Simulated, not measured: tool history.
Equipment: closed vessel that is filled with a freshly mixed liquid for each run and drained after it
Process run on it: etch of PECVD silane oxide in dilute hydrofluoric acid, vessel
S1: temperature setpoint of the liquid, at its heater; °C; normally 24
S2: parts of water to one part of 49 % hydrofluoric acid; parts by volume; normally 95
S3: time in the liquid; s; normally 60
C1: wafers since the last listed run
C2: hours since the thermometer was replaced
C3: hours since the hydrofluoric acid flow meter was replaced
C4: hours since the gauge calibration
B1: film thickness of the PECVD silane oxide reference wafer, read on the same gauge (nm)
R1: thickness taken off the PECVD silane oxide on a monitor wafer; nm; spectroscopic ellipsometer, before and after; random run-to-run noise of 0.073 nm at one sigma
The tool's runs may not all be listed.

Run 1, day 0: usual settings but S1 21 °C; C1 0; C2 2154.6; C3 234.4; C4 90.7; B1 119.98. Result: R1 12.14 nm.
Run 2, day 0.533: usual settings but S1 21 °C; C1 1927; C2 2167.4; C3 247.2; C4 103.5; B1 119.96. Result: R1 12.18 nm.
Run 3, day 1.7: usual settings but S1 26 °C; C1 4217; C2 2195.4; C3 275.2; C4 131.5; B1 120. Result: R1 14.88 nm.
Run 4, day 3.133: usual settings; C1 5181; C2 2229.8; C3 309.6; C4 165.9; B1 120.01. Result: R1 13.73 nm.
Run 5, day 6.5: usual settings; C1 12170; C2 2310.6; C3 390.4; C4 246.7; B1 120.03. Result: R1 13.88 nm.
Run 6, day 7.038: usual settings; C1 1943; C2 2323.5; C3 403.3; C4 259.6; B1 119.97. Result: R1 13.85 nm.
Run 7, day 8.467: usual settings but S1 21.5 °C, S2 125 parts by volume; C1 5166; C2 2357.8; C3 437.6; C4 293.9; B1 119.99. Result: R1 9.3 nm.
Run 8, day 9.167: usual settings but S1 21.5 °C, S2 125 parts by volume; C1 2530; C2 2374.6; C3 454.4; C4 310.7; B1 119.99. Result: R1 9.2 nm.
Run 9, day 10.562: usual settings but S1 21.5 °C, S2 125 parts by volume; C1 5045; C2 2408.1; C3 487.9; C4 344.2; B1 120.05. Result: R1 9.21 nm.
Run 10, day 11.071: usual settings but S2 115 parts by volume; C1 1837; C2 2420.3; C3 500.1; C4 356.4; B1 120.03. Result: R1 11.22 nm.
Run 11, day 11.858: usual settings but S1 26 °C, S2 55 parts by volume, S3 30 s; C1 2846; C2 2439.2; C3 519; C4 375.3; B1 120.03. Result: R1 13.67 nm.
Run 12, day 12.675: usual settings but S1 27.5 °C; C1 2952; C2 2458.8; C3 538.6; C4 394.9; B1 119.99. Result: R1 16.01 nm.
At day 15.221: gauge calibrated.
Run 13, day 17.042: usual settings; C1 15785; C2 2563.6; C3 643.4; C4 43.7; B1 120.02. Result: R1 13.94 nm.
Run 14, day 17.971: usual settings but S1 26 °C, S2 125 parts by volume, S3 75 s; C1 3358; C2 2585.9; C3 665.7; C4 66; B1 120.03. Result: R1 13.92 nm.
At day 18.042: thermometer replaced.
At day 18.25: hydrofluoric acid flow meter replaced.
Run 15, day 18.942: usual settings; C1 3208; C2 21.6; C3 16.6; C4 89.3; B1 120.01. Result: R1 13.58 nm.
Run 16, day 19.662: usual settings but S1 20 °C, S2 140 parts by volume, S3 70 s; C1 2605; C2 38.9; C3 33.9; C4 106.6; B1 119.99. Result: R1 8.64 nm.
Run 17, day 20.667: usual settings; C1 3630; C2 63; C3 58; C4 130.7; B1 119.99. Result: R1 13.52 nm.
Run 18, day 21.792: usual settings but S2 65 parts by volume; C1 4066; C2 90; C3 85; C4 157.7; B1 120.02. Result: R1 20.54 nm.
Run 19, day 22.962: usual settings but S3 40 s; C1 4232; C2 118.1; C3 113.1; C4 185.8; B1 120. Result: R1 9.14 nm.
Run 20, day 24.379: usual settings but S3 35 s; C1 5121; C2 152.1; C3 147.1; C4 219.8; B1 119.96. Result: R1 7.88 nm.

Below are 5 alternative next runs, each starting from the tool's condition after run 20. Predict each:
Run A, day 24.408: usual settings; C1 105; C2 152.8; C3 147.8; C4 220.5; B1 ?. Result: R1 ?.
Run B, day 24.408: usual settings but S2 55 parts by volume, S3 35 s; C1 105; C2 152.8; C3 147.8; C4 220.5; B1 ?. Result: R1 ?.
Run C, day 24.408: usual settings but S1 21 °C, S2 130 parts by volume, S3 30 s; C1 105; C2 152.8; C3 147.8; C4 220.5; B1 ?. Result: R1 ?.
Run D, day 24.408: usual settings but S1 19.5 °C; C1 105; C2 152.8; C3 147.8; C4 220.5; B1 ?. Result: R1 ?.
Run E, day 24.408: usual settings but S2 50 parts by volume; C1 105; C2 152.8; C3 147.8; C4 220.5; B1 ?. Result: R1 ?.

run      B1     R1
  A  120.06   13.6
  B  120.06  14.42
  C  120.06   4.24
  D  120.06  11.33
  E  120.06  27.37
Take away the tool's hidden state, keep each run's random variation, and the runs would have read:
run     R1
  A  13.49
  B   14.3
  C    4.2
  D  11.24
  E  27.15

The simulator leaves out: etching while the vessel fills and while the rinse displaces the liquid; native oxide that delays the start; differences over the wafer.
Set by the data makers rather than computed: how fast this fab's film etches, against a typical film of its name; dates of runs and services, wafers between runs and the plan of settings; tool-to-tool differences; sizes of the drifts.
